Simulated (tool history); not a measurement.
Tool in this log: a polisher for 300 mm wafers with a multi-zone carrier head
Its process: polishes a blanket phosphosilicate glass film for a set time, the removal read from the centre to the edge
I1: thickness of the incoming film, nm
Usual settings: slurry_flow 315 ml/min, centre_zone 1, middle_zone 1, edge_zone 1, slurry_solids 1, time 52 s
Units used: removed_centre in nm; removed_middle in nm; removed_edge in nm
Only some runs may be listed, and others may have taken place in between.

run 1 day=0 | slurry_flow=315 centre_zone=1.05 middle_zone=1 edge_zone=1 slurry_solids=1 time=52 | I1=4698.8 | removed_centre=399.5 removed_middle=356.3 removed_edge=365.8
run 2 day=0.696 | slurry_flow=315 centre_zone=0.92 middle_zone=1 edge_zone=1 slurry_solids=1 time=52 | I1=4770.6 | removed_centre=348.7 removed_middle=360.1 removed_edge=357.6
run 3 day=1.5 | slurry_flow=315 centre_zone=0.9 middle_zone=1 edge_zone=1 slurry_solids=1 time=52 | I1=4820.3 | removed_centre=341.8 removed_middle=355.8 removed_edge=353.5
run 4 day=2.912 | slurry_flow=315 centre_zone=1 middle_zone=1 edge_zone=0.97 slurry_solids=1.3 time=52 | I1=4792.6 | removed_centre=421.3 removed_middle=396.2 removed_edge=383.1
run 5 day=4.304 | slurry_flow=315 centre_zone=1 middle_zone=1 edge_zone=1 slurry_solids=1 time=52 | I1=4780 | removed_centre=381 removed_middle=361.3 removed_edge=360.8
-- day=4.675 centre zone pressure recalibrated, repeated, since the last time left the tool worse
-- day=5.392 worn pad replaced by a new one
run 6 day=5.412 | slurry_flow=215 centre_zone=1.05 middle_zone=1 edge_zone=1 slurry_solids=1 time=52 | I1=4749.4 | removed_centre=354.7 removed_middle=345.8 removed_edge=347.3
run 7 day=6.183 | slurry_flow=245 centre_zone=1 middle_zone=1.05 edge_zone=0.91 slurry_solids=1 time=52 | I1=4841.1 | removed_centre=343.2 removed_middle=362.4 removed_edge=334.2
-- day=6.404 carrier head's membrane replaced by a new one
run 8 day=7.333 | slurry_flow=315 centre_zone=1.11 middle_zone=1 edge_zone=1 slurry_solids=0.85 time=66 | I1=4807.6 | removed_centre=469.5 removed_middle=429.9 removed_edge=425.1
run 9 day=8.325 | slurry_flow=315 centre_zone=1.11 middle_zone=1 edge_zone=1 slurry_solids=0.85 time=66 | I1=4763.6 | removed_centre=468.2 removed_middle=425.5 removed_edge=414.7
run 10 day=9.508 | slurry_flow=315 centre_zone=1 middle_zone=1 edge_zone=1 slurry_solids=0.85 time=41 | I1=4812 | removed_centre=262.9 removed_middle=263.7 removed_edge=261.9
run 11 day=10.354 | slurry_flow=315 centre_zone=1 middle_zone=1 edge_zone=1 slurry_solids=1 time=52 | I1=4804.5 | removed_centre=358.9 removed_middle=353.7 removed_edge=361
run 12 day=11.554 | slurry_flow=315 centre_zone=1 middle_zone=0.96 edge_zone=0.93 slurry_solids=1 time=52 | I1=4728.1 | removed_centre=359 removed_middle=346.2 removed_edge=350
run 13 day=12.129 | slurry_flow=315 centre_zone=1 middle_zone=1 edge_zone=0.93 slurry_solids=1 time=61 | I1=4826 | removed_centre=423.6 removed_middle=421.6 removed_edge=405.2
run 14 day=12.842 | slurry_flow=315 centre_zone=1 middle_zone=1 edge_zone=1 slurry_solids=1 time=52 | I1=4689.8 | removed_centre=360.9 removed_middle=353.9 removed_edge=361.8
run 15 day=14.325 | slurry_flow=205 centre_zone=1 middle_zone=1.09 edge_zone=1 slurry_solids=1 time=52 | I1=4757.1 | removed_centre=345.5 removed_middle=363.6 removed_edge=347
-- day=15.504 worn pad replaced by a new one
run 16 day=15.662 | slurry_flow=315 centre_zone=1 middle_zone=1 edge_zone=1 slurry_solids=1 time=39 | I1=4832.8 | removed_centre=272.7 removed_middle=270 removed_edge=267.9
run 17 day=17.071 | slurry_flow=315 centre_zone=1 middle_zone=1 edge_zone=1 slurry_solids=1 time=52 | I1=4811.1 | removed_centre=364.6 removed_middle=356.7 removed_edge=364.3
run 18 day=18.196 | slurry_flow=275 centre_zone=0.92 middle_zone=1 edge_zone=1 slurry_solids=1 time=52 | I1=4842.4 | removed_centre=330.9 removed_middle=355.5 removed_edge=360.3
run 19 day=19.254 | slurry_flow=315 centre_zone=1 middle_zone=1.09 edge_zone=1 slurry_solids=1 time=52 | I1=4743 | removed_centre=363.8 removed_middle=382.6 removed_edge=356.7
run 20 day=20.75 | slurry_flow=270 centre_zone=1 middle_zone=0.93 edge_zone=1.1 slurry_solids=1.25 time=52 | I1=4666 | removed_centre=389.3 removed_middle=367 removed_edge=408.2

Alternative continuations, all from the tool just after run 20; predict every row:
run A day=20.767 | slurry_flow=315 centre_zone=1.11 middle_zone=1 edge_zone=1 slurry_solids=1 time=52 | I1=4762.6 | removed_centre=? removed_middle=? removed_edge=?
run B day=20.767 | slurry_flow=390 centre_zone=1 middle_zone=1 edge_zone=1.11 slurry_solids=1 time=52 | I1=4762.6 | removed_centre=? removed_middle=? removed_edge=?
run C day=20.767 | slurry_flow=315 centre_zone=1 middle_zone=0.94 edge_zone=1 slurry_solids=1 time=66 | I1=4762.6 | removed_centre=? removed_middle=? removed_edge=?
run D day=20.767 | slurry_flow=315 centre_zone=1 middle_zone=1.03 edge_zone=1 slurry_solids=1 time=52 | I1=4762.6 | removed_centre=? removed_middle=? removed_edge=?
run E day=20.767 | slurry_flow=315 centre_zone=1 middle_zone=1 edge_zone=1.11 slurry_solids=1 time=65 | I1=4762.6 | removed_centre=? removed_middle=? removed_edge=?

run=A removed_centre=404.8 removed_middle=359 removed_edge=355.3
run=B removed_centre=371.1 removed_middle=365 removed_edge=378.8
run=C removed_centre=462.5 removed_middle=432.8 removed_edge=451.3
run=D removed_centre=364.6 removed_middle=368.3 removed_edge=355.1
run=E removed_centre=455.7 removed_middle=448.9 removed_edge=467.6
With the hidden condition removed and each run's random variation left untouched, the same runs would have given:
run=A removed_centre=392.2 removed_middle=359 removed_edge=355.3
run=B removed_centre=359.4 removed_middle=365 removed_edge=378.8
run=C removed_centre=447.9 removed_middle=432.9 removed_edge=451.3
run=D removed_centre=353.1 removed_middle=368.4 removed_edge=355.1
run=E removed_centre=441.3 removed_middle=449 removed_edge=467.6

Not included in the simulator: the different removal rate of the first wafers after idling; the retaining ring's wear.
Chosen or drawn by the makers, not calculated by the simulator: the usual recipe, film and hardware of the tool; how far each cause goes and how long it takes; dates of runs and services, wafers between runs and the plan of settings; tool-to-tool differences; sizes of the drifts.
